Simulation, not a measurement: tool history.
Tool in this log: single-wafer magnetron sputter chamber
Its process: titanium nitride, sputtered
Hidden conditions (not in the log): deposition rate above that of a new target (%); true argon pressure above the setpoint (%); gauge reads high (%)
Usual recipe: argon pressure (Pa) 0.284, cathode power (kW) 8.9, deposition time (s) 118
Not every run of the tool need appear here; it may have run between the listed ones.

run     day  argon pressure (Pa)  cathode power (kW)  deposition time (s)  wafers since the last listed run  wafers on the sputter target  hours since the last manometer calibration  hours since the magnet pack was replaced  hours since the gauge calibration  read-back reference wafer on the same gauge, thickness_nm  mean film thickness on the monitor wafer (Å)
  1       0                0.284                 8.9                  118                                 0                          6797                                       857.7                                    9825.6                              463.6                                                    188.048                                          1940
  2   1.692                0.284                 8.9                  118                               344                          7141                                       898.3                                    9866.2                              504.2                                                    187.782                                       1935.07
  3   2.908                0.284                7.65                  118                               247                          7389                                       927.5                                    9895.4                              533.4                                                    187.979                                       1700.05
  4   3.938                0.284                7.65                  118                               209                          7598                                       952.2                                    9920.1                              558.1                                                    188.107                                       1729.83
      4.529  -- sputter target and shields replaced
  5   5.854                0.284                 8.9                  118                               322                           269                                       998.2                                    9966.1                              604.1                                                    187.833                                       1948.66
  6   7.875                0.284                 8.9                  118                               411                           680                                      1046.7                                   10014.6                              652.6                                                    188.112                                       1944.44
  7   9.508                0.356                 8.9                  118                               332                          1012                                      1085.9                                   10053.8                              691.8                                                    187.887                                       1898.96
  8  11.996                0.356                 8.9                  118                               506                          1518                                      1145.6                                   10113.5                              751.5                                                     188.11                                        1885.1
  9  13.675                0.356                 8.9                  118                               341                          1860                                      1185.9                                   10153.8                              791.8                                                    188.147                                       1900.68
 10  15.888                0.284                 8.9                  118                               450                          2310                                        1239                                   10206.9                              844.9                                                    188.137                                       1941.85
 11  18.721                0.284                 8.9                  118                               576                          2886                                        1307                                   10274.9                              912.9                                                    187.933                                        1941.3
 12  21.304                0.284                 9.6                  130                               525                          3412                                        1369                                   10336.9                              974.9                                                    187.915                                       2264.29
 13  23.217                0.284                 9.6                  130                               389                          3801                                      1414.9                                   10382.8                             1020.8                                                    187.922                                       2262.33
 14  28.254                0.284                 8.9                  127                              1024                          4826                                      1535.8                                   10503.7                             1141.7                                                    187.988                                       2097.36
 15  29.854                0.284                 8.9                  138                               325                          5152                                      1574.2                                   10542.1                             1180.1                                                    188.114                                       2256.75
     30.867  -- magnet pack replaced
 16  32.362                 0.25                 7.6                  118                               442                          5594                                      1634.4                                      35.9                             1240.3                                                    188.021                                       1718.49
     32.375  -- gauge calibrated
     37.679  -- capacitance manometer re-zeroed and calibrated
 17  40.638                0.284                 8.9                  127                              1615                          7210                                          71                                     234.5                              198.3                                                    188.085                                       2100.35
 18  43.108                0.379                 8.9                  108                               502                          7712                                       130.3                                     293.8                              257.6                                                     188.08                                       1731.08
     44.483  -- sputter target and shields replaced
 19  44.504                0.255                 7.9                  127                               216                             4                                       163.8                                     327.3                              291.1                                                     188.02                                       1915.58
 20  46.483                0.284                 7.2                  101                               402                           406                                       211.3                                     374.8                              338.6                                                    187.859                                       1415.47
 21  49.208                0.284                7.65                  118                               554                           961                                       276.7                                     440.2                                404                                                    187.977                                       1734.44
 22  51.558                0.284                8.05                  118                               478                          1439                                       333.1                                     496.6                              460.4                                                    188.188                                       1779.77
 23  53.688                0.194                 7.9                  129                               433                          1872                                       384.2                                     547.7                              511.5                                                    188.087                                       1961.92
 24  55.108                0.357                   8                  136                               289                          2161                                       418.3                                     581.8                              545.6                                                    187.955                                       2025.87
 25  57.971                0.284                 8.9                  118                               582                          2743                                         487                                     650.5                              614.3                                                    187.911                                       1933.82
 26  59.812                0.284                10.4                  118                               374                          3118                                       531.2                                     694.7                              658.5                                                    188.036                                       2192.84
 27  61.171                0.284                9.75                  124                               276                          3394                                       563.8                                     727.3                              691.1                                                    187.912                                       2199.04
 28  63.662                0.186                 7.6                  139                               506                          3901                                       623.6                                     787.1                              750.9                                                    188.167                                       2077.95

Here are 3 independent what-if runs from the current tool condition. What would each one return?
  A  63.679                0.284                 8.9                  118                                 3                          3905                                         624                                     787.5                              751.3                                                          ?                                             ?
  B  63.679                0.219                8.05                  135                                 3                          3905                                         624                                     787.5                              751.3                                                          ?                                             ?
  C  63.679                0.383                8.15                   97                                 3                          3905                                         624                                     787.5                              751.3                                                          ?                                             ?

run  read-back reference wafer on the same gauge, thickness_nm  mean film thickness on the monitor wafer (Å)
  A                                                    188.135                                       1927.92
  B                                                    188.135                                       2076.01
  C                                                    188.135                                       1439.05
With no hidden state in the tool, these same runs would have given:
run  mean film thickness on the monitor wafer (Å)
  A                                       1927.92
  B                                       2076.01
  C                                       1439.05
